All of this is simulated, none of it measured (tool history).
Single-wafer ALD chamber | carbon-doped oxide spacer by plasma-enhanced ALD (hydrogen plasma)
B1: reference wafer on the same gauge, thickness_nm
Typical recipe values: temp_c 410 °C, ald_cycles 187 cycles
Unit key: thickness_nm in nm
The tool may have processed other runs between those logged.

Run 1, day 0.000: usual settings; B1 9.066. Result: thickness_nm 8.649 nm.
Run 2, day 2.550: usual settings; B1 9.073. Result: thickness_nm 8.618 nm.
Run 3, day 5.229: usual settings; B1 9.067. Result: thickness_nm 8.617 nm.
Run 4, day 6.550: usual settings; B1 9.069. Result: thickness_nm 8.639 nm.
Run 5, day 7.958: usual settings; B1 9.071. Result: thickness_nm 8.675 nm.
Run 6, day 8.992: usual settings but ald_cycles 202 cycles; B1 9.069. Result: thickness_nm 9.273 nm.
Run 7, day 11.008: usual settings but ald_cycles 202 cycles; B1 9.071. Result: thickness_nm 9.284 nm.
Run 8, day 12.579: usual settings but ald_cycles 202 cycles; B1 9.066. Result: thickness_nm 9.275 nm.
Run 9, day 13.771: usual settings but temp_c 422 °C; B1 9.072. Result: thickness_nm 8.314 nm.
Run 10, day 16.283: usual settings but temp_c 422 °C; B1 9.073. Result: thickness_nm 8.279 nm.
Run 11, day 17.300: usual settings but temp_c 422 °C; B1 9.068. Result: thickness_nm 8.310 nm.
Run 12, day 18.654: usual settings but ald_cycles 208 cycles; B1 9.065. Result: thickness_nm 9.515 nm.
Run 13, day 20.392: usual settings but temp_c 396 °C; B1 9.072. Result: thickness_nm 8.909 nm.
Run 14, day 22.142: usual settings but temp_c 405 °C, ald_cycles 178 cycles; B1 9.068. Result: thickness_nm 8.266 nm.
At day 22.217: gauge calibrated.
Run 15, day 23.746: usual settings; B1 9.071. Result: thickness_nm 8.528 nm.
Run 16, day 25.738: usual settings; B1 9.071. Result: thickness_nm 8.572 nm.
Run 17, day 28.029: usual settings but temp_c 400 °C, ald_cycles 204 cycles; B1 9.069. Result: thickness_nm 9.549 nm.
Run 18, day 29.858: usual settings; B1 9.074. Result: thickness_nm 8.540 nm.
Run 19, day 32.442: usual settings but temp_c 421 °C, ald_cycles 198 cycles; B1 9.072. Result: thickness_nm 8.698 nm.
At day 34.096: thermocouple changed; heater temperature recalibrated.
Run 20, day 39.392: usual settings but ald_cycles 211 cycles; B1 9.070. Result: thickness_nm 9.777 nm.
Run 21, day 41.967: usual settings but ald_cycles 156 cycles; B1 9.066. Result: thickness_nm 7.274 nm.
Run 22, day 43.062: usual settings but temp_c 418 °C, ald_cycles 151 cycles; B1 9.073. Result: thickness_nm 6.853 nm.

3 options for the next run, each taken on its own from the tool as it stands now. Forecast them:
Run A, day 43.092: usual settings; B1 ?. Result: thickness_nm ?.
Run B, day 43.092: usual settings but temp_c 396 °C, ald_cycles 204 cycles; B1 ?. Result: thickness_nm ?.
Run C, day 43.092: usual settings but temp_c 420 °C, ald_cycles 171 cycles; B1 ?. Result: thickness_nm ?.

run     B1  thickness_nm
  A  9.072         8.665
  B  9.072         9.734
  C  9.072         7.709
Without the tool's unlogged condition, the same runs would have read:
run  thickness_nm
  A         8.655
  B         9.734
  C         7.699
